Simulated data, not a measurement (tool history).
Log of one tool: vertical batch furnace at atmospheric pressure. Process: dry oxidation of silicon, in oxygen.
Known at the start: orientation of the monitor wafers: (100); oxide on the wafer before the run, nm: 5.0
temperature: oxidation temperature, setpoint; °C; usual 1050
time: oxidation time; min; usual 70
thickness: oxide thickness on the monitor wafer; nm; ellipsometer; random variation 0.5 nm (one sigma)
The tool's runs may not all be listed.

| run | hour | temperature | time | read-back reference wafer on the same gauge, thickness | thickness |
|---|---|---|---|---|---|
| 1 | 0 | 1050 | 70 | 87.24 | 87.42 |
| 2 | 17.6 | 1042 | 70 | 87.22 | 82.03 |
| 3 | 36.7 | 1042 | 70 | 87.22 | 81.75 |
| 4 | 55.5 | 1042 | 70 | 87.38 | 82.13 |
| 5 | 78.1 | 1040 | 97.5 | 87.16 | 99.64 |
| 6 | 184.3 | 1040 | 97.5 | 87.13 | 100.03 |
| 7 | 211 | 1040 | 97.5 | 87.11 | 99.62 |
|  | 244.8 | thermocouples replaced and temperature profile calibrated |
| 8 | 245.3 | 1050 | 70 | 87.18 | 88.09 |
| 9 | 250.7 | 1050 | 70 | 87.15 | 87.53 |
| 10 | 282.2 | 1050 | 70 | 87.25 | 88.2 |
|  | 302 | gauge calibrated |
| 11 | 310.5 | 1050 | 70 | 87.15 | 87 |
| 12 | 325.6 | 1040 | 38.5 | 87.25 | 55.2 |
| 13 | 351.9 | 1056 | 56 | 87.2 | 79.67 |
|  | 377 | boat lift adjusted |
| 14 | 377.5 | 1069 | 102 | 87.1 | 130.11 |
| 15 | 382 | 1034 | 91.5 | 87.18 | 90.53 |
| 16 | 406 | 1065 | 48.5 | 87.3 | 78.62 |
| 17 | 432.6 | 1050 | 70 | 87.18 | 87.72 |
| 18 | 459.2 | 1058 | 51 | 87.11 | 77.01 |
| 19 | 485.4 | 1050 | 70 | 87.17 | 87.52 |
| 20 | 502.6 | 1063 | 96.5 | 87.24 | 119.45 |
| 21 | 516.9 | 1050 | 70 | 87.35 | 88.12 |
|  | 595.3 | gauge calibrated |
| 22 | 617.4 | 1042 | 90 | 87.25 | 97.97 |

5 ways to go on from here, each from the tool as it stands after run 22. What would each give?
| A | 622 | 1072 | 70 | ? | ? |
| B | 622 | 1072 | 102 | ? | ? |
| C | 622 | 1069 | 61 | ? | ? |
| D | 622 | 1075 | 60.5 | ? | ? |
| E | 622 | 1036 | 92 | ? | ? |

| run | read-back reference wafer on the same gauge, thickness | thickness |
|---|---|---|
| A | 87.21 | 104.51 |
| B | 87.21 | 132.59 |
| C | 87.21 | 93.66 |
| D | 87.21 | 97.56 |
| E | 87.21 | 93.24 |
Without the tool's hidden state the same runs would have given:
| run | thickness |
|---|---|
| A | 104.51 |
| B | 132.59 |
| C | 93.66 |
| D | 97.56 |
| E | 93.24 |
